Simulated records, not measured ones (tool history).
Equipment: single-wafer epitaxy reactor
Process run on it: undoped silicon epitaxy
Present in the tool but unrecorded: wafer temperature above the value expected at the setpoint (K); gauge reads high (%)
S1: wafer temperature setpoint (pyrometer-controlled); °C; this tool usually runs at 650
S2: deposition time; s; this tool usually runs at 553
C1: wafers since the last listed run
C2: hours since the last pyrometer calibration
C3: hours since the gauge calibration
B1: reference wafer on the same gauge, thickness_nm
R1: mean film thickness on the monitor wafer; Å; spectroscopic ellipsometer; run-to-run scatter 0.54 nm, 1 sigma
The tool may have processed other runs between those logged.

run 1 hour=0.0 | S1=650 S2=553 | C1=0 C2=392.9 C3=816.6 | B1=94.052 | R1=976.91
run 2 hour=45.1 | S1=650 S2=553 | C1=193 C2=438.0 C3=861.7 | B1=94.326 | R1=963.39
run 3 hour=107.7 | S1=650 S2=553 | C1=268 C2=500.6 C3=924.3 | B1=94.155 | R1=969.57
run 4 hour=145.6 | S1=657 S2=618 | C1=162 C2=538.5 C3=962.2 | B1=94.287 | R1=1238.71
run 5 hour=227.7 | S1=657 S2=618 | C1=351 C2=620.6 C3=1044.3 | B1=94.360 | R1=1248.55
run 6 hour=273.4 | S1=650 S2=613 | C1=195 C2=666.3 C3=1090.0 | B1=94.321 | R1=1065.93
run 7 hour=311.5 | S1=650 S2=613 | C1=163 C2=704.4 C3=1128.1 | B1=94.200 | R1=1081.93
-- hour=415.1 pyrometer calibrated
run 8 hour=416.1 | S1=650 S2=553 | C1=413 C2=1.0 C3=1232.7 | B1=94.290 | R1=984.59
run 9 hour=516.6 | S1=650 S2=553 | C1=430 C2=101.5 C3=1333.2 | B1=94.180 | R1=979.15
run 10 hour=605.6 | S1=650 S2=553 | C1=381 C2=190.5 C3=1422.2 | B1=94.292 | R1=983.60
run 11 hour=709.4 | S1=650 S2=553 | C1=444 C2=294.3 C3=1526.0 | B1=94.110 | R1=970.90
run 12 hour=774.0 | S1=650 S2=553 | C1=276 C2=358.9 C3=1590.6 | B1=94.195 | R1=968.31
run 13 hour=832.4 | S1=641 S2=553 | C1=250 C2=417.3 C3=1649.0 | B1=94.093 | R1=804.74
run 14 hour=911.4 | S1=650 S2=638 | C1=338 C2=496.3 C3=1728.0 | B1=94.219 | R1=1109.54
run 15 hour=991.6 | S1=650 S2=638 | C1=343 C2=576.5 C3=1808.2 | B1=94.208 | R1=1121.77
run 16 hour=1083.0 | S1=650 S2=638 | C1=391 C2=667.9 C3=1899.6 | B1=94.072 | R1=1108.86
-- hour=1231.0 pyrometer calibrated
run 17 hour=1291.7 | S1=650 S2=553 | C1=859 C2=60.7 C3=2108.3 | B1=94.317 | R1=975.75
run 18 hour=1364.6 | S1=650 S2=553 | C1=312 C2=133.6 C3=2181.2 | B1=94.179 | R1=976.69
-- hour=1409.3 gauge calibrated
run 19 hour=1469.3 | S1=650 S2=553 | C1=448 C2=238.3 C3=60.0 | B1=94.130 | R1=977.08
run 20 hour=1551.1 | S1=650 S2=457 | C1=350 C2=320.1 C3=141.8 | B1=94.150 | R1=809.59
run 21 hour=1655.6 | S1=646 S2=553 | C1=447 C2=424.6 C3=246.3 | B1=94.059 | R1=884.90
run 22 hour=1715.8 | S1=650 S2=553 | C1=257 C2=484.8 C3=306.5 | B1=94.138 | R1=981.55
run 23 hour=1769.2 | S1=644 S2=553 | C1=228 C2=538.2 C3=359.9 | B1=94.222 | R1=852.49
run 24 hour=1833.0 | S1=637 S2=486 | C1=273 C2=602.0 C3=423.7 | B1=94.145 | R1=649.96
run 25 hour=1899.9 | S1=665 S2=476 | C1=286 C2=668.9 C3=490.6 | B1=94.398 | R1=1121.11
run 26 hour=2000.1 | S1=646 S2=454 | C1=429 C2=769.1 C3=590.8 | B1=94.124 | R1=723.18
run 27 hour=2096.3 | S1=650 S2=553 | C1=412 C2=865.3 C3=687.0 | B1=94.222 | R1=958.70
run 28 hour=2194.4 | S1=637 S2=553 | C1=420 C2=963.4 C3=785.1 | B1=94.179 | R1=727.16
-- hour=2260.2 pyrometer calibrated
run 29 hour=2291.3 | S1=643 S2=459 | C1=380 C2=31.1 C3=882.0 | B1=94.254 | R1=711.06
run 30 hour=2385.3 | S1=640 S2=484 | C1=402 C2=125.1 C3=976.0 | B1=94.141 | R1=698.31
run 31 hour=2428.0 | S1=640 S2=486 | C1=182 C2=167.8 C3=1018.7 | B1=93.999 | R1=707.38
run 32 hour=2477.0 | S1=650 S2=477 | C1=209 C2=216.8 C3=1067.7 | B1=94.306 | R1=841.35
run 33 hour=2539.1 | S1=645 S2=518 | C1=266 C2=278.9 C3=1129.8 | B1=94.237 | R1=823.26
run 34 hour=2606.6 | S1=650 S2=553 | C1=289 C2=346.4 C3=1197.3 | B1=94.243 | R1=975.48
run 35 hour=2668.7 | S1=657 S2=498 | C1=266 C2=408.5 C3=1259.4 | B1=94.166 | R1=1021.09
run 36 hour=2712.5 | S1=640 S2=491 | C1=187 C2=452.3 C3=1303.2 | B1=94.308 | R1=702.20
run 37 hour=2804.4 | S1=656 S2=449 | C1=393 C2=544.2 C3=1395.1 | B1=94.185 | R1=888.86
run 38 hour=2860.3 | S1=637 S2=507 | C1=239 C2=600.1 C3=1451.0 | B1=94.314 | R1=679.89

How would selected steps in R1 from run to run divide? Give the signed amount a tool lacking its hidden state would still show from settings, what came in and random variation, and the signed amount left for the hidden state, including any gauge scatter that is not in both of the compared results.
Run 7 -> 8: S2 613 -> 553, pyrometer calibrated. R1 -97.34 Å: hidden state +19.95, all else -117.29.
Run 16 -> 17: S2 638 -> 553, pyrometer calibrated. R1 -133.11 Å: hidden state +22.25, all else -155.36.
Run 24 -> 25: S1 637 -> 665, S2 486 -> 476. R1 +471.15 Å: hidden state -10.30, all else +481.45.
Run 25 -> 26: S1 665 -> 646, S2 476 -> 454. R1 -397.93 Å: hidden state +5.50, all else -403.43.
Run 28 -> 29: S1 637 -> 643, S2 553 -> 459, pyrometer calibrated. R1 -16.10 Å: hidden state +22.16, all else -38.26.
Run 35 -> 36: S1 657 -> 640, S2 498 -> 491. R1 -318.89 Å: hidden state +2.40, all else -321.29.
